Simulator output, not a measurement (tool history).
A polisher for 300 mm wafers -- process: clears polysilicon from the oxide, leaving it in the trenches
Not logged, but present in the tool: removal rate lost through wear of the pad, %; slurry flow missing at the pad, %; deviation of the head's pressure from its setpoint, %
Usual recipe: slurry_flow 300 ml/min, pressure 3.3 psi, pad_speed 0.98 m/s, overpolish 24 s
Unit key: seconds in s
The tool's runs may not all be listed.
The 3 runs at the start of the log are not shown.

run     day  slurry_flow  pressure  pad_speed  overpolish  wafers since the last listed run  wafers polished on this pad  hours since the slurry nozzle was cleaned  hours since the head pressure was calibrated  incoming thickness of the incoming film, nm  seconds
  4   6.296          260       3.3       0.98          24                              1150                         1345                                      360.9                                         436.3                                        800.7     42.9
  5   7.642          345       2.7       0.98          24                               369                         1715                                      393.2                                         468.6                                        797.1     50.0
      7.908  -- worn pad replaced by a new one
  6   8.404          345       2.7       0.98          24                               163                          136                                      411.5                                         486.9                                        797.8     50.6
  7   9.408          300       3.3       1.22          24                               275                          412                                      435.6                                         511.0                                        798.2     35.9
  8  10.471          300       3.3       0.98          24                               291                          704                                      461.1                                         536.5                                        815.8     43.3
  9  11.850          300       3.3       0.98          24                               378                         1083                                      494.2                                         569.6                                        787.0     41.9
     12.067  -- slurry nozzle cleaned
 10  12.404          300       3.3       0.98          24                               140                         1223                                        8.1                                         582.9                                        810.2     42.5
 11  13.592          300       3.7       0.98          24                               326                         1550                                       36.6                                         611.4                                        799.3     38.0
 12  14.479          300       3.3       0.98          28                               243                         1794                                       57.9                                         632.7                                        797.6     42.1
 13  15.312          300       3.3       0.98          24                               228                         2023                                       77.9                                         652.7                                        796.0     43.1
     15.529  -- worn pad replaced by a new one
 14  15.854          300       3.3       0.98          24                               103                           89                                       90.9                                         665.7                                        785.9     42.0
 15  16.675          300       3.3       0.98          24                               225                          314                                      110.6                                         685.4                                        786.9     42.6
 16  17.933          300       2.1       0.98          30                               345                          660                                      140.8                                         715.6                                        798.4     67.2
 17  19.288          355       2.5       0.82          10                               372                         1032                                      173.3                                         748.1                                        801.9     64.3
 18  20.212          215       3.3       0.82          24                               254                         1286                                      195.5                                         770.3                                        787.1     51.4
 19  21.317          300       3.3       0.80          24                               303                         1590                                      222.0                                         796.8                                        787.9     49.8
     23.167  -- worn pad replaced by a new one
 20  25.542          300       3.3       0.98          12                              1115                          652                                      323.4                                         898.2                                        804.5     44.4
 21  26.779          300       3.3       0.72          24                               340                          992                                      353.1                                         927.9                                        790.5     54.2
 22  27.808          300       3.3       0.98          24                               282                         1275                                      377.8                                         952.6                                        797.4     44.1

The next listed run, before its measurement:
 23  28.462          360       2.1       0.98          24                               179                         1455                                      393.5                                         968.3                                        809.8        ?

Run 23 yielded seconds 68.9 s.
On a tool with no hidden condition, and with the same random variation, this run would have come out at seconds 62.5 s.
